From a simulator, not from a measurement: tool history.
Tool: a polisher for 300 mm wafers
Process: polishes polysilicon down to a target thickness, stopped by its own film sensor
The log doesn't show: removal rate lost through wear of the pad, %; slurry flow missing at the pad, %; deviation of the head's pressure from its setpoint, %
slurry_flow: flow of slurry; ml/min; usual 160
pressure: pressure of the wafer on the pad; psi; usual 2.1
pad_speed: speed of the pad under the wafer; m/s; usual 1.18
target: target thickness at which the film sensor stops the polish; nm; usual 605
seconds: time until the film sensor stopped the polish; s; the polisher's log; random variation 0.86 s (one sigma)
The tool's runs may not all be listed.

run,day,slurry_flow,pressure,pad_speed,target,wafers since the last listed run,wafers polished on this pad,hours since the slurry nozzle was cleaned,hours since the head pressure was calibrated,"incoming thickness of the incoming film, nm",seconds
1,0.000,115,2.1,1.08,605,0,716,66.5,467.8,1137.9,93.5
2,0.942,115,2.1,1.08,605,143,860,89.1,490.4,1138.6,91.1
# day 1.746: worn pad replaced by a new one
3,2.204,115,2.1,1.08,605,167,70,119.4,520.7,1145.3,93.3
4,2.979,160,2.1,1.18,605,118,188,138.0,539.3,1122.2,75.3
5,4.188,160,2.1,1.18,605,184,373,167.0,568.3,1132.1,76.6
6,4.867,160,1.6,1.18,727,103,477,183.3,584.6,1115.5,73.4
7,6.033,160,1.6,1.18,727,178,655,211.3,612.6,1135.2,78.1
8,6.696,160,1.6,1.18,727,101,756,227.2,628.5,1107.3,71.9
# day 7.979: worn pad replaced by a new one
9,8.000,160,2.1,0.96,605,173,3,258.5,659.8,1108.1,88.0
10,8.496,160,2.1,1.18,605,75,78,270.4,671.7,1125.5,76.4
11,11.142,160,2.1,1.18,605,404,483,333.9,735.2,1127.2,73.7
12,12.104,160,2.1,1.18,605,147,630,357.0,758.3,1124.0,73.3
13,12.650,160,2.1,1.18,605,83,714,370.1,771.4,1114.4,72.2
# day 13.092: worn pad replaced by a new one
14,13.233,160,2.1,1.18,605,63,21,384.1,785.4,1138.0,76.7
15,14.004,190,1.8,1.18,700,117,139,402.6,803.9,1133.9,70.2
# day 14.788: head pressure recalibrated
16,15.271,185,2.3,1.18,605,180,320,433.0,11.6,1144.4,77.3
17,16.338,160,2.1,1.34,754,163,483,458.6,37.2,1140.2,54.2
# day 16.579: slurry nozzle cleaned
18,16.996,160,2.1,1.18,605,94,577,10.0,53.0,1146.5,86.7
19,18.092,160,2.1,0.96,674,167,745,36.3,79.3,1143.2,93.0
20,18.921,200,2.1,1.18,509,126,872,56.2,99.2,1131.6,95.4
# day 19.396: worn pad replaced by a new one
21,19.996,185,2.1,1.58,605,138,91,82.0,125.0,1127.0,61.1
22,21.096,160,1.8,1.18,510,168,259,108.4,151.4,1131.3,115.4
23,21.817,160,1.4,0.82,673,110,370,125.7,168.7,1119.7,153.7
24,22.358,135,2.1,1.04,605,82,452,138.7,181.7,1115.2,94.6
25,22.883,160,2.1,1.18,605,80,533,151.3,194.3,1119.1,80.8
26,23.638,160,2.1,1.02,493,115,648,169.4,212.4,1132.1,115.9
# day 25.058: worn pad replaced by a new one
27,27.379,135,2.7,1.56,441,546,354,259.2,302.2,1119.5,63.9
28,28.321,140,1.5,1.18,782,143,498,281.8,324.8,1114.0,74.4
29,29.579,185,2.3,1.18,605,192,691,312.0,355.0,1136.2,73.0

5 ways to go on from here, each from the tool as it stands after run 29. What would each give?
A,29.596,160,1.9,1.18,605,2,693,312.4,355.4,1126.5,?
B,29.596,160,2.1,1.60,557,2,693,312.4,355.4,1126.5,?
C,29.596,195,2.7,1.32,605,2,693,312.4,355.4,1126.5,?
D,29.596,160,2.5,1.18,680,2,693,312.4,355.4,1126.5,?
E,29.596,180,1.7,1.18,605,2,693,312.4,355.4,1126.5,?

run,seconds
A,88.7
B,64.6
C,54.0
D,57.7
E,97.1
Without the tool's hidden state the same runs would have given:
run,seconds
A,90.1
B,65.7
C,54.9
D,58.7
E,98.8

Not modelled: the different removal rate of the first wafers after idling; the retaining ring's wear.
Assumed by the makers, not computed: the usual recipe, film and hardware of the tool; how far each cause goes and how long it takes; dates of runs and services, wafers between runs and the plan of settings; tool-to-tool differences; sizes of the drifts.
